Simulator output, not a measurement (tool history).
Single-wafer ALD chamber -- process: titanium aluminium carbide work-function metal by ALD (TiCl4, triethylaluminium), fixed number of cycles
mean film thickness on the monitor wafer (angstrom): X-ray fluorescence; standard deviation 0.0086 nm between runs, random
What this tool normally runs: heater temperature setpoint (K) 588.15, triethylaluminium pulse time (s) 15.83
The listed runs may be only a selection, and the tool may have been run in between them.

run     day  heater temperature setpoint (K)  triethylaluminium pulse time (s)  read-back reference wafer on the same gauge, thickness_nm  mean film thickness on the monitor wafer (angstrom)
  1       0                           588.15                             19.66                                                       2.45                                                20.43
  2   0.775                           578.15                             20.21                                                      2.449                                                19.61
  3   2.817                           578.15                             20.21                                                      2.449                                                 19.5
  4   4.092                           588.15                             15.83                                                      2.451                                                20.03
  5   4.996                           588.15                             15.83                                                      2.449                                                19.84
  6   5.971                           597.15                             15.83                                                      2.448                                                20.62
  7   7.354                           597.15                             15.83                                                      2.452                                                21.65
  8     8.7                           588.15                             15.83                                                      2.448                                                20.77
  9   9.962                           576.15                             21.87                                                      2.453                                                19.84
 10  11.079                           588.15                             15.83                                                      2.453                                                20.85
 11  12.012                           588.15                             15.83                                                      2.446                                                20.78
 12    13.3                           588.15                             12.45                                                      2.451                                                20.52
 13      14                           578.15                             20.21                                                      2.451                                                 19.9
 14  14.658                           578.15                             21.47                                                      2.448                                                19.95
 15  15.167                           588.15                             15.83                                                      2.449                                                20.78
 16  15.775                           600.15                             11.39                                                      2.451                                                21.12
 17  16.679                           597.15                             18.27                                                      2.453                                                21.55
 18  17.762                           582.15                             12.58                                                      2.447                                                19.73
 19  19.071                           596.15                             13.66                                                      2.453                                                21.09
 20  19.696                           588.15                              9.92                                                      2.451                                                19.43
 21  21.525                           588.15                             12.84                                                       2.45                                                20.27
 22  22.433                           588.15                             15.83                                                      2.448                                                20.64
 23  23.217                           588.15                             15.83                                                      2.451                                                20.55
 24  27.567                           597.15                             10.76                                                      2.451                                                20.25
 25  28.688                           581.15                             15.83                                                      2.453                                                19.76
 26  29.529                           588.15                             10.68                                                      2.449                                                19.38
 27  30.279                           574.15                              17.7                                                       2.45                                                19.36
 28  31.483                           593.15                             18.67                                                      2.449                                                21.26
 29  32.342                           574.15                             17.54                                                      2.449                                                19.28
 30  33.675                           588.15                              18.6                                                      2.452                                                20.68
 31  37.879                           573.15                             19.87                                                      2.448                                                 19.3
 32  39.354                           588.15                             19.66                                                       2.45                                                20.87
 33  40.675                           583.15                             21.64                                                      2.451                                                 20.3

The log once held 4 entries between its listed runs, left out of this copy. Where does each go, and what is different about the tool's unlogged condition between the listed run before it and the listed run after it?
After run 6, before run 7: triethylaluminium bottle replaced (day 7.054)
  triethylaluminium dose above that of a fresh bottle (%): -41.3 -> -2.53
  difference, measured minus the result without the unlogged condition, mean film thickness on the monitor wafer (angstrom): -0.94 -> -0.02
After run 11, before run 12: showerhead replaced (day 12.929)
  triethylaluminium dose above that of a fresh bottle (%): -8.25 -> -9.67
  difference, measured minus the result without the unlogged condition, mean film thickness on the monitor wafer (angstrom): -0.05 -> -0.17
After run 18, before run 19: gauge calibrated (day 18.917)
  triethylaluminium dose above that of a fresh bottle (%): -14.1 -> -15.3
  difference, measured minus the result without the unlogged condition, mean film thickness on the monitor wafer (angstrom): -0.26 -> -0.23
After run 24, before run 25: thermocouple changed; heater temperature recalibrated (day 28.667)
  triethylaluminium dose above that of a fresh bottle (%): -21.6 -> -22.3
  difference, measured minus the result without the unlogged condition, mean film thickness on the monitor wafer (angstrom): -0.77 -> -0.23

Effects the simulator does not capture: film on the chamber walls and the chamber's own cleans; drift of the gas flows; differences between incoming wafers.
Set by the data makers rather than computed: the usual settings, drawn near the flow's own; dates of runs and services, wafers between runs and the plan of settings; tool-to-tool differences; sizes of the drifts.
